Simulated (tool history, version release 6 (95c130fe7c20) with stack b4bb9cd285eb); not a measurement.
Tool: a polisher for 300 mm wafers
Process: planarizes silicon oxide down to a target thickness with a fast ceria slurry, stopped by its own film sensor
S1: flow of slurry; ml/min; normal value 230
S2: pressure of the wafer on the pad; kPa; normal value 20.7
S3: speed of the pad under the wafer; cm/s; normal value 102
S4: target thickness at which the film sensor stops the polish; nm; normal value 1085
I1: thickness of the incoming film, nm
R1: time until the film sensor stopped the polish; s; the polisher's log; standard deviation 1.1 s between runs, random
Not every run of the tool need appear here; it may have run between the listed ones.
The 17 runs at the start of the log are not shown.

| run | hour | S1 | S2 | S3 | S4 | I1 | R1 |
|---|---|---|---|---|---|---|---|
| 18 | 969 | 300 | 20.7 | 102 | 1271 | 2058.5 | 73.1 |
| 19 | 1003.9 | 155 | 15.9 | 70 | 988 | 2084.7 | 200.1 |
|  | 1040 | worn pad replaced by a new one |
| 20 | 1064.7 | 230 | 20.7 | 102 | 1085 | 2029.5 | 79.2 |
|  | 1074.6 | head pressure recalibrated |
| 21 | 1096.6 | 185 | 18.6 | 88 | 1188 | 2045.2 | 95.8 |
| 22 | 1167.9 | 230 | 20.7 | 84 | 962 | 2052.7 | 117.3 |
| 23 | 1232.4 | 260 | 26.9 | 92 | 856 | 2077.8 | 93.5 |
| 24 | 1294.4 | 265 | 20.7 | 88 | 898 | 2059 | 117.1 |
| 25 | 1341.1 | 275 | 20.7 | 102 | 1374 | 2053.3 | 59.8 |
| 26 | 1381.6 | 205 | 17.2 | 102 | 854 | 2062.5 | 135.2 |
|  | 1390.1 | slurry nozzle cleaned |
| 27 | 1423.6 | 190 | 20.7 | 102 | 1085 | 2050.1 | 91 |
| 28 | 1483.4 | 170 | 20.7 | 74 | 869 | 2043.6 | 158.3 |
|  | 1559.5 | worn pad replaced by a new one |
| 29 | 1577.8 | 230 | 20.7 | 102 | 1085 | 2055.7 | 81.3 |
|  | 1643.8 | head pressure recalibrated |
| 30 | 1649.5 | 230 | 20.7 | 134 | 1085 | 2056.5 | 62 |
| 31 | 1680.6 | 305 | 15.2 | 70 | 1198 | 2054.1 | 145.3 |
| 32 | 1719 | 200 | 20.7 | 112 | 1085 | 2074.6 | 81.7 |
| 33 | 1784.2 | 230 | 20.7 | 102 | 1085 | 2076.6 | 86.9 |
| 34 | 1816.1 | 270 | 20.7 | 84 | 788 | 2071.5 | 141.2 |
| 35 | 1882.6 | 275 | 16.5 | 102 | 960 | 2052 | 123 |

Alternative continuations, all from the tool just after run 35; predict every row:
| A | 1883 | 230 | 20.7 | 102 | 997 | 2061 | ? |
| B | 1883 | 230 | 20.7 | 102 | 1307 | 2061 | ? |
| C | 1883 | 255 | 16.5 | 102 | 1331 | 2061 | ? |
| D | 1883 | 165 | 26.9 | 102 | 1212 | 2061 | ? |
| E | 1883 | 230 | 20.7 | 92 | 1301 | 2061 | ? |

| run | R1 |
|---|---|
| A | 97.3 |
| B | 69 |
| C | 82.7 |
| D | 61.8 |
| E | 77.1 |
Stripped of hidden state, with their random variation kept, the same runs would have yielded:
| run | R1 |
|---|---|
| A | 86.9 |
| B | 61.6 |
| C | 73.8 |
| D | 55.1 |
| E | 68.8 |
